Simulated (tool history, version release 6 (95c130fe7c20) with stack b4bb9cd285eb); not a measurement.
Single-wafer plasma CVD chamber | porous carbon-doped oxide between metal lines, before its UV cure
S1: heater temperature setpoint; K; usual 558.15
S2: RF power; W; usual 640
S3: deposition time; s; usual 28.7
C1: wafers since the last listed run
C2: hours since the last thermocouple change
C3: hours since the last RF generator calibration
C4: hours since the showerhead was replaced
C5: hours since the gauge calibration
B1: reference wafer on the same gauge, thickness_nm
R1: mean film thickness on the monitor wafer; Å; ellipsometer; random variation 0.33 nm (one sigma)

| run | hour | S1 | S2 | S3 | C1 | C2 | C3 | C4 | C5 | B1 | R1 |
|---|---|---|---|---|---|---|---|---|---|---|---|
| 1 | 0.0 | 558.15 | 640 | 28.7 | 0 | 1614.4 | 1923.8 | 6961.2 | 60.3 | 237.898 | 2180.92 |
| 2 | 7.0 | 558.15 | 640 | 28.7 | 144 | 1621.4 | 1930.8 | 6968.2 | 67.3 | 238.107 | 2183.37 |
| 3 | 24.0 | 558.15 | 640 | 28.7 | 351 | 1638.4 | 1947.8 | 6985.2 | 84.3 | 238.000 | 2182.32 |
| 4 | 40.0 | 558.15 | 640 | 30.9 | 330 | 1654.4 | 1963.8 | 7001.2 | 100.3 | 238.023 | 2343.84 |
| 5 | 52.2 | 558.15 | 640 | 30.9 | 252 | 1666.6 | 1976.0 | 7013.4 | 112.5 | 237.922 | 2348.37 |
| 6 | 75.0 | 558.15 | 640 | 30.9 | 471 | 1689.4 | 1998.8 | 7036.2 | 135.3 | 238.106 | 2346.48 |
|  | 81.9 | gauge calibrated |
| 7 | 88.1 | 550.15 | 640 | 31.8 | 270 | 1702.5 | 2011.9 | 7049.3 | 6.2 | 238.073 | 2521.22 |
| 8 | 94.3 | 550.15 | 640 | 31.8 | 128 | 1708.7 | 2018.1 | 7055.5 | 12.4 | 237.939 | 2517.70 |
| 9 | 107.0 | 558.15 | 640 | 28.7 | 262 | 1721.4 | 2030.8 | 7068.2 | 25.1 | 238.003 | 2186.06 |
| 10 | 119.4 | 558.15 | 535 | 32.9 | 256 | 1733.8 | 2043.2 | 7080.6 | 37.5 | 238.123 | 2312.32 |
| 11 | 130.9 | 558.15 | 640 | 28.7 | 237 | 1745.3 | 2054.7 | 7092.1 | 49.0 | 238.049 | 2181.56 |
|  | 139.1 | RF generator calibrated |
|  | 155.8 | thermocouple changed; heater temperature recalibrated |
| 12 | 156.3 | 558.15 | 640 | 32.0 | 194 | 0.5 | 17.2 | 7117.5 | 74.4 | 237.880 | 2426.08 |
| 13 | 160.1 | 567.15 | 605 | 31.8 | 78 | 4.3 | 21.0 | 7121.3 | 78.2 | 237.988 | 2239.91 |
|  | 170.0 | showerhead replaced |
| 14 | 170.5 | 558.15 | 640 | 28.7 | 49 | 14.7 | 31.4 | 0.5 | 88.6 | 238.043 | 2184.57 |
| 15 | 177.9 | 558.15 | 730 | 28.7 | 153 | 22.1 | 38.8 | 7.9 | 96.0 | 237.941 | 2310.39 |
| 16 | 188.9 | 566.15 | 605 | 23.8 | 227 | 33.1 | 49.8 | 18.9 | 107.0 | 238.096 | 1702.59 |
| 17 | 195.3 | 558.15 | 640 | 28.7 | 132 | 39.5 | 56.2 | 25.3 | 113.4 | 238.088 | 2183.95 |
| 18 | 204.9 | 558.15 | 725 | 25.8 | 198 | 49.1 | 65.8 | 34.9 | 123.0 | 238.055 | 2083.11 |
| 19 | 217.4 | 558.15 | 720 | 28.7 | 258 | 61.6 | 78.3 | 47.4 | 135.5 | 238.181 | 2298.78 |

The tool's hidden state at each run:
wafer temperature above the value expected at the setpoint (K): 0 in every run
delivered RF power above the setpoint (%): 0 in every run
gauge reads high (%): 0 in every run

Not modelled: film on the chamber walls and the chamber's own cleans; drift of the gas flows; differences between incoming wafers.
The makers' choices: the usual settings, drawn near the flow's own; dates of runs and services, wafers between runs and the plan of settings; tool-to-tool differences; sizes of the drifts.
